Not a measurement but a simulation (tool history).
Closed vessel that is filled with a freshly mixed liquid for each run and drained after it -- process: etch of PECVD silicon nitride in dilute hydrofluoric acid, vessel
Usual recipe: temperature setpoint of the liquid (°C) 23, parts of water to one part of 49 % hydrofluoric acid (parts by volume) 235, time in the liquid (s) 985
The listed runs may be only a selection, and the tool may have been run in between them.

| run | hour | temperature setpoint of the liquid (°C) | parts of water to one part of 49 % hydrofluoric acid (parts by volume) | time in the liquid (s) | wafers since the last listed run | hours since the thermometer was replaced | hours since the hydrofluoric acid flow meter was replaced | hours since the gauge calibration | read-back film thickness of the PECVD silicon nitride reference wafer, read on the same gauge (nm) | thickness taken off the PECVD silicon nitride on a monitor wafer (angstrom) |
|---|---|---|---|---|---|---|---|---|---|---|
| 1 | 0 | 23 | 280 | 985 | 0 | 341.8 | 626.4 | 247.3 | 108.08 | 61.2 |
| 2 | 19.7 | 23 | 280 | 985 | 953 | 361.5 | 646.1 | 267 | 108.02 | 60.9 |
| 3 | 54 | 23 | 280 | 985 | 1660 | 395.8 | 680.4 | 301.3 | 107.96 | 61.7 |
| 4 | 80.4 | 23 | 235 | 985 | 1278 | 422.2 | 706.8 | 327.7 | 107.91 | 72 |
| 5 | 107.1 | 23 | 235 | 985 | 1292 | 448.9 | 733.5 | 354.4 | 107.87 | 72.6 |
| 6 | 132.8 | 23 | 235 | 985 | 1244 | 474.6 | 759.2 | 380.1 | 107.83 | 72.6 |
| 7 | 151.1 | 23 | 235 | 985 | 885 | 492.9 | 777.5 | 398.4 | 107.83 | 72.8 |
| 8 | 185.4 | 19.5 | 235 | 750 | 1660 | 527.2 | 811.8 | 432.7 | 107.8 | 44.1 |
| 9 | 215.5 | 19.5 | 235 | 750 | 1457 | 557.3 | 841.9 | 462.8 | 107.75 | 44.2 |
| 10 | 245.1 | 23 | 185 | 985 | 1432 | 586.9 | 871.5 | 492.4 | 107.74 | 90.6 |
|  | 250.2 | gauge calibrated |
| 11 | 260.9 | 23 | 185 | 985 | 764 | 602.7 | 887.3 | 10.7 | 109.99 | 93.2 |
| 12 | 287.9 | 23 | 185 | 985 | 1307 | 629.7 | 914.3 | 37.7 | 109.63 | 93.6 |
| 13 | 300 | 26.5 | 335 | 1325 | 585 | 641.8 | 926.4 | 49.8 | 109.6 | 86.6 |
| 14 | 318.4 | 23 | 170 | 1445 | 890 | 660.2 | 944.8 | 68.2 | 109.39 | 148.6 |
|  | 320.5 | thermometer replaced |
| 15 | 342.2 | 26 | 235 | 1250 | 1103 | 21.7 | 968.6 | 92 | 109.16 | 112.2 |
| 16 | 363.4 | 27 | 180 | 1270 | 1026 | 42.9 | 989.8 | 113.2 | 109.04 | 158.6 |
|  | 386.9 | hydrofluoric acid flow meter replaced |
| 17 | 387.9 | 23 | 235 | 985 | 1137 | 67.4 | 1 | 137.7 | 108.85 | 73.6 |
| 18 | 420.6 | 23 | 325 | 985 | 1583 | 100.1 | 33.7 | 170.4 | 108.69 | 53.1 |
| 19 | 434.7 | 23 | 345 | 985 | 682 | 114.2 | 47.8 | 184.5 | 108.7 | 50 |
| 20 | 456 | 23 | 235 | 985 | 1031 | 135.5 | 69.1 | 205.8 | 108.64 | 73 |
| 21 | 485.4 | 25 | 275 | 985 | 1423 | 164.9 | 98.5 | 235.2 | 108.51 | 70.3 |
| 22 | 508.4 | 23 | 235 | 985 | 1113 | 187.9 | 121.5 | 258.2 | 108.4 | 73.1 |
| 23 | 524.9 | 23 | 350 | 760 | 798 | 204.4 | 138 | 274.7 | 108.4 | 38 |
| 24 | 553.3 | 23 | 165 | 1520 | 1374 | 232.8 | 166.4 | 303.1 | 108.3 | 159.1 |

Run 25, settings as shown, results not yet in. Your forecast:
| 25 | 580 | 26 | 160 | 985 | 1292 | 259.5 | 193.1 | 329.8 | ? | ? |

Run 25 gave read-back film thickness of the PECVD silicon nitride reference wafer, read on the same gauge (nm) 108.28, thickness taken off the PECVD silicon nitride on a monitor wafer (angstrom) 128.5.
Take away the tool's hidden state, keep the run-to-run variation as it was, and the same run would have given thickness taken off the PECVD silicon nitride on a monitor wafer (angstrom) 130.5.

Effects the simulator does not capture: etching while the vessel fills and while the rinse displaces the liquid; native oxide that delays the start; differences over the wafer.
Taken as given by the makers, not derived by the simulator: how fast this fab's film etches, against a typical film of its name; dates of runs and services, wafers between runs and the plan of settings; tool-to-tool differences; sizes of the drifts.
